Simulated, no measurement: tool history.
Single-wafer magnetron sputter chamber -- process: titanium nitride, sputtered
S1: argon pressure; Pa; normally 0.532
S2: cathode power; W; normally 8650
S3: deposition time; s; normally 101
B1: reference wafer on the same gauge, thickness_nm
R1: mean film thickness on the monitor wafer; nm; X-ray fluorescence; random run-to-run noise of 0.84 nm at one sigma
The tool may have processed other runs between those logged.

Run 1, hour 0.0: usual settings but S3 91 s; B1 145.206. Result: R1 133.573 nm.
Run 2, hour 76.8: usual settings but S3 91 s; B1 145.027. Result: R1 136.032 nm.
Run 3, hour 150.7: usual settings but S3 91 s; B1 144.781. Result: R1 133.962 nm.
Run 4, hour 194.2: usual settings; B1 144.939. Result: R1 150.456 nm.
Run 5, hour 298.8: usual settings; B1 144.904. Result: R1 151.297 nm.
Run 6, hour 351.5: usual settings but S1 0.681 Pa, S2 7600 W; B1 145.119. Result: R1 124.495 nm.
Run 7, hour 453.8: usual settings but S1 0.681 Pa, S2 7600 W; B1 145.304. Result: R1 124.272 nm.
Run 8, hour 526.5: usual settings but S1 0.395 Pa; B1 144.700. Result: R1 156.036 nm.
Run 9, hour 610.4: usual settings; B1 145.064. Result: R1 150.255 nm.
Run 10, hour 696.1: usual settings; B1 145.263. Result: R1 150.793 nm.
Run 11, hour 771.6: usual settings; B1 145.180. Result: R1 149.397 nm.
Run 12, hour 858.5: usual settings but S1 0.426 Pa; B1 144.784. Result: R1 154.713 nm.
Run 13, hour 983.7: usual settings but S1 0.426 Pa; B1 144.668. Result: R1 154.784 nm.
Run 14, hour 1063.8: usual settings but S2 9400 W, S3 107 s; B1 144.867. Result: R1 172.841 nm.
Run 15, hour 1115.8: usual settings but S1 0.461 Pa; B1 144.661. Result: R1 153.024 nm.
Run 16, hour 1182.0: usual settings but S1 0.628 Pa, S3 95 s; B1 144.612. Result: R1 135.350 nm.
Run 17, hour 1223.6: usual settings but S2 6800 W; B1 145.021. Result: R1 118.792 nm.
Run 18, hour 1317.2: usual settings but S1 0.664 Pa, S2 7950 W; B1 145.157. Result: R1 131.779 nm.
Run 19, hour 1407.3: usual settings; B1 144.934. Result: R1 149.758 nm.
Run 20, hour 1496.6: usual settings but S2 6700 W, S3 84 s; B1 144.889. Result: R1 95.597 nm.
Run 21, hour 1540.9: usual settings; B1 145.306. Result: R1 147.180 nm.
Run 22, hour 1637.2: usual settings but S1 0.677 Pa; B1 145.005. Result: R1 142.160 nm.
Run 23, hour 1685.8: usual settings; B1 145.045. Result: R1 148.073 nm.
Run 24, hour 1766.2: usual settings but S3 91 s; B1 144.852. Result: R1 134.367 nm.
Run 25, hour 1845.4: usual settings but S2 10500 W; B1 144.929. Result: R1 181.877 nm.
Run 26, hour 1942.9: usual settings but S2 9800 W; B1 144.993. Result: R1 168.377 nm.

Put back what was entered between runs (5 entries, withheld): which listed runs does each sit between, and how does the hidden state differ from the listed run before to the listed run after?
Runs 9 to 10: sputter target and shields replaced (hour 664.1)
  the hidden state is the same at both runs
Runs 11 to 12: gauge calibrated (hour 842.9)
  the hidden state is the same at both runs
Runs 15 to 16: magnet pack replaced (hour 1153.9)
  the hidden state is the same at both runs
Runs 18 to 19: sputter target and shields replaced (hour 1358.6)
  the hidden state is the same at both runs
Runs 20 to 21: capacitance manometer re-zeroed and calibrated (hour 1540.4)
  the hidden state is the same at both runs
